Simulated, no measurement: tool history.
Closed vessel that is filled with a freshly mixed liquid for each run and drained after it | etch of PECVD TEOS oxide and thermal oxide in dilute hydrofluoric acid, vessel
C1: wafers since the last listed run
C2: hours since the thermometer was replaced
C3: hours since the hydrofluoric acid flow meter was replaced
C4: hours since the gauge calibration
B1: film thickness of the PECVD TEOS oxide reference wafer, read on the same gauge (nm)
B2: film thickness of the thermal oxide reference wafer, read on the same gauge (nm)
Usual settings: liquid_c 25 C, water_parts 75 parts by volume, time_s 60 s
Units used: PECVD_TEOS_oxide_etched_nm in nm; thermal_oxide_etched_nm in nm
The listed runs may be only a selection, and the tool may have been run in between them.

{"run": 1, "hour": 0.0, "liquid_c": 25, "water_parts": 95, "time_s": 60, "C1": 0, "C2": 923, "C3": 357, "C4": 1119.7, "B1": 30.04, "B2": 149.998, "PECVD_TEOS_oxide_etched_nm": 19.65, "thermal_oxide_etched_nm": 3.317}
{"run": 2, "hour": 76.9, "liquid_c": 25, "water_parts": 95, "time_s": 60, "C1": 9687, "C2": 999.9, "C3": 433.9, "C4": 1196.6, "B1": 29.99, "B2": 149.985, "PECVD_TEOS_oxide_etched_nm": 19.9, "thermal_oxide_etched_nm": 3.336}
{"run": 3, "hour": 146.1, "liquid_c": 25, "water_parts": 75, "time_s": 60, "C1": 8717, "C2": 1069.1, "C3": 503.1, "C4": 1265.8, "B1": 30.02, "B2": 150.019, "PECVD_TEOS_oxide_etched_nm": 26.08, "thermal_oxide_etched_nm": 4.364}
{"run": 4, "hour": 214.4, "liquid_c": 25, "water_parts": 75, "time_s": 60, "C1": 8603, "C2": 1137.4, "C3": 571.4, "C4": 1334.1, "B1": 30.03, "B2": 149.976, "PECVD_TEOS_oxide_etched_nm": 26.2, "thermal_oxide_etched_nm": 4.463}
{"hour": 233.2, "done": "hydrofluoric acid flow meter replaced"}
{"run": 5, "hour": 305.9, "liquid_c": 25, "water_parts": 105, "time_s": 85, "C1": 11400, "C2": 1228.9, "C3": 72.7, "C4": 1425.6, "B1": 30.01, "B2": 149.993, "PECVD_TEOS_oxide_etched_nm": 25, "thermal_oxide_etched_nm": 4.15}
{"run": 6, "hour": 348.3, "liquid_c": 25, "water_parts": 105, "time_s": 85, "C1": 5341, "C2": 1271.3, "C3": 115.1, "C4": 1468, "B1": 30, "B2": 149.988, "PECVD_TEOS_oxide_etched_nm": 24.94, "thermal_oxide_etched_nm": 4.21}
{"run": 7, "hour": 431.7, "liquid_c": 25, "water_parts": 105, "time_s": 85, "C1": 10505, "C2": 1354.7, "C3": 198.5, "C4": 1551.4, "B1": 29.96, "B2": 150.01, "PECVD_TEOS_oxide_etched_nm": 25.19, "thermal_oxide_etched_nm": 4.271}
{"run": 8, "hour": 502.0, "liquid_c": 25, "water_parts": 55, "time_s": 85, "C1": 8855, "C2": 1425, "C3": 268.8, "C4": 1621.7, "B1": 30, "B2": 149.985, "PECVD_TEOS_oxide_etched_nm": 51.24, "thermal_oxide_etched_nm": 8.758}
{"run": 9, "hour": 558.0, "liquid_c": 25, "water_parts": 55, "time_s": 85, "C1": 7054, "C2": 1481, "C3": 324.8, "C4": 1677.7, "B1": 30, "B2": 149.959, "PECVD_TEOS_oxide_etched_nm": 52.47, "thermal_oxide_etched_nm": 8.738}
{"run": 10, "hour": 607.0, "liquid_c": 25, "water_parts": 55, "time_s": 85, "C1": 6172, "C2": 1530, "C3": 373.8, "C4": 1726.7, "B1": 30.05, "B2": 149.993, "PECVD_TEOS_oxide_etched_nm": 52.51, "thermal_oxide_etched_nm": 8.9}
{"run": 11, "hour": 704.8, "liquid_c": 28, "water_parts": 75, "time_s": 60, "C1": 12319, "C2": 1627.8, "C3": 471.6, "C4": 1824.5, "B1": 30, "B2": 150.003, "PECVD_TEOS_oxide_etched_nm": 30.26, "thermal_oxide_etched_nm": 5.089}
{"run": 12, "hour": 804.7, "liquid_c": 20.5, "water_parts": 75, "time_s": 95, "C1": 12584, "C2": 1727.7, "C3": 571.5, "C4": 1924.4, "B1": 29.98, "B2": 150.017, "PECVD_TEOS_oxide_etched_nm": 35.63, "thermal_oxide_etched_nm": 6.015}

For run 13, what comes out?
{"hour": 808.2, "done": "hydrofluoric acid flow meter replaced"}
{"run": 13, "hour": 871.5, "liquid_c": 25, "water_parts": 100, "time_s": 60, "C1": 8288, "C2": 1794.5, "C3": 63.3, "C4": 1991.2, "B1": "?", "B2": "?", "PECVD_TEOS_oxide_etched_nm": "?", "thermal_oxide_etched_nm": "?"}

{"run 13": {"B1": 30.01, "B2": 149.999, "PECVD_TEOS_oxide_etched_nm": 18.82, "thermal_oxide_etched_nm": 3.113}}
The same run, on a tool lacking any hidden state, would have yielded PECVD_TEOS_oxide_etched_nm 17.35 nm, thermal_oxide_etched_nm 2.87 nm.
